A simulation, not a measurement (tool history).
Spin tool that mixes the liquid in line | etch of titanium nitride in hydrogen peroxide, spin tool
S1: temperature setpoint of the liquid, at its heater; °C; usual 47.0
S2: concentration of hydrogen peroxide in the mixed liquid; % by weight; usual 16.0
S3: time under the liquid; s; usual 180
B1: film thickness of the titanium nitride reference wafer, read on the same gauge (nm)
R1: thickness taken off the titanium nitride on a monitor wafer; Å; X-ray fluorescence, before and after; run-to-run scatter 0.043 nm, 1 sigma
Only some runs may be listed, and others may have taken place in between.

run   hour    S1    S2   S3     B1     R1
  1    0.0  47.0  19.5  115  39.16   40.5
  2   22.1  47.0  19.5  115  39.06   40.8
  3   40.0  50.0  14.0  180  39.03   73.6
  4   66.6  50.0  14.0  180  39.04   73.3
  5   83.6  47.0  16.0  180  39.02   60.8
  6  106.1  47.0  16.0  180  39.02   60.9
  7  122.8  47.0  12.5  180  39.05   57.4
  8  147.1  47.0  12.5  180  39.00   56.7
  9  174.5  47.0  12.5  180  38.98   57.6
 10  205.8  47.0  16.0  180  39.03   59.7
     215.8  -- thermometer replaced
     229.0  -- heated supply line repaired
     233.7  -- gauge calibrated
 11  241.7  47.0  16.0  180  39.99   62.5
 12  276.2  47.0  16.0  180  39.81   61.5
 13  307.2  47.0  16.0  180  39.73   62.4
     312.9  -- new drum of peroxide connected
 14  320.8  47.0  16.0  180  39.66   61.6
 15  334.5  37.0  14.0  265  39.63   40.8
 16  357.6  47.0  14.0  180  39.51   60.1
 17  387.6  47.0  19.5  115  39.46   40.3
 18  405.8  40.5  16.0  180  39.42   37.8
 19  433.4  56.0  16.0  180  39.35  117.0
     454.9  -- peroxide flow meter replaced
 20  464.6  40.5  12.5   75  39.34   14.9
 21  492.2  47.0  16.0  180  39.20   60.9
 22  505.8  47.0  12.5  290  39.22   93.5
 23  522.7  47.0  16.0  180  39.25   61.1
 24  557.5  42.0  16.0  180  39.17   42.4
 25  589.8  53.0  20.5   80  39.17   44.3

Branching from run 25: 3 alternative next runs. What would each branch give?
  A  590.3  47.0  18.5  180   ?   ?
  B  590.3  47.0  16.0   95   ?   ?
  C  590.3  57.0  19.0  250   ?   ?

run     B1     R1
  A  39.18   62.8
  B  39.18   32.1
  C  39.18  179.0
With the hidden condition removed and each run's random variation left untouched, the same runs would have given:
run     R1
  A   64.1
  B   32.8
  C  182.9

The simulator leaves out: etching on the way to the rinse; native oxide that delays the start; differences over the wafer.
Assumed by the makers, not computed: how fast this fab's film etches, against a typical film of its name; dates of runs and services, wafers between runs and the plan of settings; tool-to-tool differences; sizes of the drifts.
